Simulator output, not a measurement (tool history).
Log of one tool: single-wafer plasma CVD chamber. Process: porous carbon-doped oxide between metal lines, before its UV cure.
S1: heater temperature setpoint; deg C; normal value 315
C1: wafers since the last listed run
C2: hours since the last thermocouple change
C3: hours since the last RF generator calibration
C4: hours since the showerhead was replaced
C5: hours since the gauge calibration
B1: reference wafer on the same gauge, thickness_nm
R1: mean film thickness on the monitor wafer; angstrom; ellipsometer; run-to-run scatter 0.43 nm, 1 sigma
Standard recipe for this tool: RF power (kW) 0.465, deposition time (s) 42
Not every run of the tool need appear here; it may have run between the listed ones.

{"run": 1, "day": 0.0, "S1": 315, "RF power (kW)": 0.405, "deposition time (s)": 42, "C1": 0, "C2": 1041.1, "C3": 1117.9, "C4": 3508.5, "C5": 32.4, "B1": 206.05, "R1": 1695.47}
{"run": 2, "day": 0.404, "S1": 315, "RF power (kW)": 0.405, "deposition time (s)": 42, "C1": 222, "C2": 1050.8, "C3": 1127.6, "C4": 3518.2, "C5": 42.1, "B1": 206.148, "R1": 1690.69}
{"run": 3, "day": 1.071, "S1": 315, "RF power (kW)": 0.405, "deposition time (s)": 42, "C1": 367, "C2": 1066.8, "C3": 1143.6, "C4": 3534.2, "C5": 58.1, "B1": 205.901, "R1": 1694.57}
{"run": 4, "day": 1.458, "S1": 315, "RF power (kW)": 0.465, "deposition time (s)": 42, "C1": 213, "C2": 1076.1, "C3": 1152.9, "C4": 3543.5, "C5": 67.4, "B1": 206.056, "R1": 1852.16}
{"run": 5, "day": 1.8, "S1": 315, "RF power (kW)": 0.465, "deposition time (s)": 42, "C1": 188, "C2": 1084.3, "C3": 1161.1, "C4": 3551.7, "C5": 75.6, "B1": 206.16, "R1": 1856.02}
{"run": 6, "day": 2.108, "S1": 315, "RF power (kW)": 0.465, "deposition time (s)": 42, "C1": 169, "C2": 1091.7, "C3": 1168.5, "C4": 3559.1, "C5": 83, "B1": 205.933, "R1": 1851.79}
{"run": 7, "day": 3.204, "S1": 318, "RF power (kW)": 0.465, "deposition time (s)": 42, "C1": 603, "C2": 1118, "C3": 1194.8, "C4": 3585.4, "C5": 109.3, "B1": 206.006, "R1": 1812.07}
{"day": 3.646, "done": "showerhead replaced"}
{"run": 8, "day": 3.725, "S1": 318, "RF power (kW)": 0.465, "deposition time (s)": 42, "C1": 103, "C2": 1130.5, "C3": 1207.3, "C4": 1.9, "C5": 121.8, "B1": 206.08, "R1": 1815.74}
{"run": 9, "day": 4.6, "S1": 315, "RF power (kW)": 0.465, "deposition time (s)": 42, "C1": 482, "C2": 1151.5, "C3": 1228.3, "C4": 22.9, "C5": 142.8, "B1": 205.813, "R1": 1849.83}
{"run": 10, "day": 5.217, "S1": 315, "RF power (kW)": 0.465, "deposition time (s)": 37.2, "C1": 339, "C2": 1166.3, "C3": 1243.1, "C4": 37.7, "C5": 157.6, "B1": 206.033, "R1": 1644}
{"run": 11, "day": 5.633, "S1": 315, "RF power (kW)": 0.395, "deposition time (s)": 42, "C1": 229, "C2": 1176.3, "C3": 1253.1, "C4": 47.7, "C5": 167.6, "B1": 205.84, "R1": 1671.81}
{"day": 7.896, "done": "RF generator calibrated"}
{"run": 12, "day": 7.917, "S1": 315, "RF power (kW)": 0.465, "deposition time (s)": 42, "C1": 1074, "C2": 1231.1, "C3": 0.5, "C4": 102.5, "C5": 222.4, "B1": 205.993, "R1": 1854.01}
{"run": 13, "day": 8.517, "S1": 315, "RF power (kW)": 0.465, "deposition time (s)": 42, "C1": 330, "C2": 1245.5, "C3": 14.9, "C4": 116.9, "C5": 236.8, "B1": 205.979, "R1": 1848.13}
{"run": 14, "day": 9.221, "S1": 303, "RF power (kW)": 0.39, "deposition time (s)": 49.1, "C1": 388, "C2": 1262.4, "C3": 31.8, "C4": 133.8, "C5": 253.7, "B1": 205.763, "R1": 2073.28}
{"day": 9.717, "done": "thermocouple changed; heater temperature recalibrated"}
{"run": 15, "day": 9.738, "S1": 315, "RF power (kW)": 0.465, "deposition time (s)": 42, "C1": 101, "C2": 0.5, "C3": 44.2, "C4": 146.2, "C5": 266.1, "B1": 205.945, "R1": 1844.64}
{"run": 16, "day": 10.029, "S1": 310, "RF power (kW)": 0.51, "deposition time (s)": 45.3, "C1": 160, "C2": 7.5, "C3": 51.2, "C4": 153.2, "C5": 273.1, "B1": 205.905, "R1": 2169.21}
{"run": 17, "day": 10.65, "S1": 302, "RF power (kW)": 0.465, "deposition time (s)": 46.6, "C1": 342, "C2": 22.4, "C3": 66.1, "C4": 168.1, "C5": 288, "B1": 205.9, "R1": 2221.4}
{"run": 18, "day": 10.908, "S1": 315, "RF power (kW)": 0.465, "deposition time (s)": 42, "C1": 142, "C2": 28.6, "C3": 72.3, "C4": 174.3, "C5": 294.2, "B1": 205.993, "R1": 1849.91}
{"run": 19, "day": 11.308, "S1": 307, "RF power (kW)": 0.42, "deposition time (s)": 48.5, "C1": 220, "C2": 38.2, "C3": 81.9, "C4": 183.9, "C5": 303.8, "B1": 205.94, "R1": 2096.34}
{"day": 11.688, "done": "gauge calibrated"}
{"run": 20, "day": 12.388, "S1": 315, "RF power (kW)": 0.465, "deposition time (s)": 46.7, "C1": 594, "C2": 64.1, "C3": 107.8, "C4": 209.8, "C5": 16.8, "B1": 205.985, "R1": 2047.53}
{"run": 21, "day": 12.738, "S1": 325, "RF power (kW)": 0.38, "deposition time (s)": 42, "C1": 192, "C2": 72.5, "C3": 116.2, "C4": 218.2, "C5": 25.2, "B1": 206.078, "R1": 1536.66}
{"run": 22, "day": 13.262, "S1": 307, "RF power (kW)": 0.505, "deposition time (s)": 34.2, "C1": 289, "C2": 85.1, "C3": 128.8, "C4": 230.8, "C5": 37.8, "B1": 205.895, "R1": 1667.63}
{"run": 23, "day": 13.638, "S1": 327, "RF power (kW)": 0.52, "deposition time (s)": 38.3, "C1": 206, "C2": 94.1, "C3": 137.8, "C4": 239.8, "C5": 46.8, "B1": 206.013, "R1": 1683.72}
{"run": 24, "day": 14.088, "S1": 315, "RF power (kW)": 0.465, "deposition time (s)": 42, "C1": 247, "C2": 104.9, "C3": 148.6, "C4": 250.6, "C5": 57.6, "B1": 206.039, "R1": 1849.6}
{"run": 25, "day": 15.046, "S1": 321, "RF power (kW)": 0.49, "deposition time (s)": 38.4, "C1": 528, "C2": 127.9, "C3": 171.6, "C4": 273.6, "C5": 80.6, "B1": 205.859, "R1": 1687.9}
{"run": 26, "day": 15.388, "S1": 306, "RF power (kW)": 0.38, "deposition time (s)": 42, "C1": 188, "C2": 136.1, "C3": 179.8, "C4": 281.8, "C5": 88.8, "B1": 206.05, "R1": 1721.07}
{"run": 27, "day": 16.088, "S1": 305, "RF power (kW)": 0.38, "deposition time (s)": 38.6, "C1": 385, "C2": 152.9, "C3": 196.6, "C4": 298.6, "C5": 105.6, "B1": 206.122, "R1": 1594.86}
{"run": 28, "day": 16.588, "S1": 315, "RF power (kW)": 0.465, "deposition time (s)": 42, "C1": 275, "C2": 164.9, "C3": 208.6, "C4": 310.6, "C5": 117.6, "B1": 205.998, "R1": 1852.72}
{"run": 29, "day": 17.133, "S1": 302, "RF power (kW)": 0.495, "deposition time (s)": 48.2, "C1": 300, "C2": 178, "C3": 221.7, "C4": 323.7, "C5": 130.7, "B1": 205.955, "R1": 2378.37}
{"run": 30, "day": 17.404, "S1": 308, "RF power (kW)": 0.4, "deposition time (s)": 47.4, "C1": 149, "C2": 184.5, "C3": 228.2, "C4": 330.2, "C5": 137.2, "B1": 205.975, "R1": 1977.98}
{"run": 31, "day": 18.021, "S1": 319, "RF power (kW)": 0.545, "deposition time (s)": 33.9, "C1": 339, "C2": 199.3, "C3": 243, "C4": 345, "C5": 152, "B1": 206.149, "R1": 1607.05}
{"run": 32, "day": 18.671, "S1": 315, "RF power (kW)": 0.465, "deposition time (s)": 48.3, "C1": 358, "C2": 214.9, "C3": 258.6, "C4": 360.6, "C5": 167.6, "B1": 205.937, "R1": 2124.98}
{"run": 33, "day": 19.146, "S1": 305, "RF power (kW)": 0.405, "deposition time (s)": 42, "C1": 261, "C2": 226.3, "C3": 270, "C4": 372, "C5": 179, "B1": 205.878, "R1": 1804}
{"run": 34, "day": 19.838, "S1": 319, "RF power (kW)": 0.465, "deposition time (s)": 42, "C1": 381, "C2": 242.9, "C3": 286.6, "C4": 388.6, "C5": 195.6, "B1": 206.1, "R1": 1811.13}

List, for all runs, the conditions of the tool that the log does not record:
wafer temperature above the value expected at the setpoint (K): 0 at every run
delivered RF power above the setpoint (%): 0 at every run
gauge reads high (%): 0 at every run

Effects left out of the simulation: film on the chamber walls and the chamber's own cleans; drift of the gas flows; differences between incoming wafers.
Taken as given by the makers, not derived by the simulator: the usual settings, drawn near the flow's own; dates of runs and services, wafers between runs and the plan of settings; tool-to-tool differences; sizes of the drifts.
